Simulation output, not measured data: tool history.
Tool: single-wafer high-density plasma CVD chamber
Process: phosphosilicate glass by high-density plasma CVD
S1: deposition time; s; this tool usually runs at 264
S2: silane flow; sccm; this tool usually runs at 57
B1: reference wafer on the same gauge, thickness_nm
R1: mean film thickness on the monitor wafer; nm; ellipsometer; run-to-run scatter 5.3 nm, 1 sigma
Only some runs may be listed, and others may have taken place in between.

run 1 day=0.000 | S1=264 S2=57 | B1=1600.391 | R1=1653.436
run 2 day=1.904 | S1=234 S2=57 | B1=1600.159 | R1=1454.249
run 3 day=3.275 | S1=234 S2=57 | B1=1601.680 | R1=1465.613
run 4 day=4.483 | S1=234 S2=57 | B1=1600.124 | R1=1458.099
run 5 day=7.058 | S1=264 S2=57 | B1=1601.026 | R1=1649.592
run 6 day=9.925 | S1=264 S2=57 | B1=1599.640 | R1=1648.541
run 7 day=11.279 | S1=264 S2=57 | B1=1600.401 | R1=1655.992
-- day=12.829 silane flow controller replaced
run 8 day=13.979 | S1=278 S2=52 | B1=1601.686 | R1=1586.527
run 9 day=15.454 | S1=264 S2=57 | B1=1599.695 | R1=1647.318
-- day=19.233 gauge calibrated
run 10 day=22.629 | S1=278 S2=62 | B1=1599.115 | R1=1892.465
run 11 day=23.875 | S1=264 S2=57 | B1=1600.599 | R1=1641.432
run 12 day=26.388 | S1=241 S2=52 | B1=1600.669 | R1=1376.524
run 13 day=28.825 | S1=234 S2=57 | B1=1602.029 | R1=1453.113
run 14 day=30.479 | S1=217 S2=61 | B1=1599.991 | R1=1450.557
run 15 day=32.738 | S1=264 S2=57 | B1=1600.081 | R1=1644.461
run 16 day=35.308 | S1=221 S2=57 | B1=1599.294 | R1=1377.669
run 17 day=37.804 | S1=264 S2=46 | B1=1598.459 | R1=1332.492
run 18 day=39.625 | S1=264 S2=50 | B1=1601.987 | R1=1441.215

Consider 5 possible next runs. They are alternatives, not a sequence: every one starts from the tool as it was left by run 18. What does each give?
run A day=39.646 | S1=264 S2=57 | B1=? | R1=?
run B day=39.646 | S1=280 S2=57 | B1=? | R1=?
run C day=39.646 | S1=264 S2=62 | B1=? | R1=?
run D day=39.646 | S1=240 S2=67 | B1=? | R1=?
run E day=39.646 | S1=235 S2=65 | B1=? | R1=?

run=A B1=1601.969 R1=1647.126
run=B B1=1601.969 R1=1746.952
run=C B1=1601.969 R1=1791.611
run=D B1=1601.969 R1=1760.087
run=E B1=1601.969 R1=1671.973
Without the tool's unlogged condition, the same runs would have read:
run=A R1=1647.126
run=B R1=1746.952
run=C R1=1791.611
run=D R1=1760.087
run=E R1=1671.973
